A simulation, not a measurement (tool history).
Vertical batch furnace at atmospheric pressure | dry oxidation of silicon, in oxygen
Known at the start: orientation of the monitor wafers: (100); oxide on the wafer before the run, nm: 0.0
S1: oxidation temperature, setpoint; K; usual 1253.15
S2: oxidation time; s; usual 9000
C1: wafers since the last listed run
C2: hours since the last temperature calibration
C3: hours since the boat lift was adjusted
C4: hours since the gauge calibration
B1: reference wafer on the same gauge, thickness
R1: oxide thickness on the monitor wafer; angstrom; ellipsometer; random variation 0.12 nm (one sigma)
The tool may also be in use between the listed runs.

run 1 hour=0 | S1=1253.15 S2=9000 | C1=0 C2=3980.2 C3=4907 C4=191.7 | B1=93.07 | R1=797.1
run 2 hour=17.6 | S1=1253.15 S2=9000 | C1=97 C2=3997.8 C3=4924.6 C4=209.3 | B1=93.03 | R1=795
run 3 hour=33.6 | S1=1253.15 S2=9000 | C1=88 C2=4013.8 C3=4940.6 C4=225.3 | B1=92.98 | R1=796.5
run 4 hour=60.7 | S1=1253.15 S2=9000 | C1=150 C2=4040.9 C3=4967.7 C4=252.4 | B1=92.96 | R1=795.7
run 5 hour=79.1 | S1=1244.15 S2=9000 | C1=102 C2=4059.3 C3=4986.1 C4=270.8 | B1=92.93 | R1=743.1
-- hour=116.5 boat lift adjusted
run 6 hour=117 | S1=1244.15 S2=9000 | C1=77 C2=4097.2 C3=0.5 C4=308.7 | B1=92.92 | R1=742.8
run 7 hour=124.1 | S1=1244.15 S2=9000 | C1=39 C2=4104.3 C3=7.6 C4=315.8 | B1=92.91 | R1=741.4
-- hour=155.6 thermocouples replaced and temperature profile calibrated
run 8 hour=156.1 | S1=1253.15 S2=9000 | C1=44 C2=0.5 C3=39.6 C4=347.8 | B1=92.87 | R1=795.4
run 9 hour=163.2 | S1=1267.15 S2=12540 | C1=39 C2=7.6 C3=46.7 C4=354.9 | B1=92.91 | R1=1136.1
run 10 hour=185 | S1=1262.15 S2=7530 | C1=120 C2=29.4 C3=68.5 C4=376.7 | B1=92.87 | R1=758.4
-- hour=203 gauge calibrated
run 11 hour=239.8 | S1=1253.15 S2=9000 | C1=304 C2=84.2 C3=123.3 C4=36.8 | B1=93.6 | R1=801.2
run 12 hour=258 | S1=1276.15 S2=9000 | C1=101 C2=102.4 C3=141.5 C4=55 | B1=93.49 | R1=987.2
run 13 hour=271.2 | S1=1253.15 S2=9000 | C1=73 C2=115.6 C3=154.7 C4=68.2 | B1=93.44 | R1=801.2
run 14 hour=285.5 | S1=1230.15 S2=9000 | C1=79 C2=129.9 C3=169 C4=82.5 | B1=93.38 | R1=666.8
run 15 hour=311.3 | S1=1244.15 S2=9000 | C1=143 C2=155.7 C3=194.8 C4=108.3 | B1=93.31 | R1=743.3
run 16 hour=329.3 | S1=1264.15 S2=10470 | C1=99 C2=173.7 C3=212.8 C4=126.3 | B1=93.24 | R1=978.1
run 17 hour=344.7 | S1=1231.15 S2=9000 | C1=85 C2=189.1 C3=228.2 C4=141.7 | B1=93.23 | R1=672.3

How the hidden state differs across the entries between the runs, from the last listed run before each to the first after it:
Between runs 5 and 6: boat lift adjusted (hour 116.5)
  gauge reads high (%): -1.02 -> -1.06
  measured less the result without the state, R1: -7.6 -> -7.9 angstrom
Between runs 7 and 8: thermocouples replaced and temperature profile calibrated (hour 155.6)
  gauge reads high (%): -1.06 -> -1.08
  measured less the result without the state, R1: -8 -> -8.7 angstrom
Between runs 10 and 11: gauge calibrated (hour 203)
  gauge reads high (%): -1.1 -> -0.315
  measured less the result without the state, R1: -8.4 -> -2.6 angstrom

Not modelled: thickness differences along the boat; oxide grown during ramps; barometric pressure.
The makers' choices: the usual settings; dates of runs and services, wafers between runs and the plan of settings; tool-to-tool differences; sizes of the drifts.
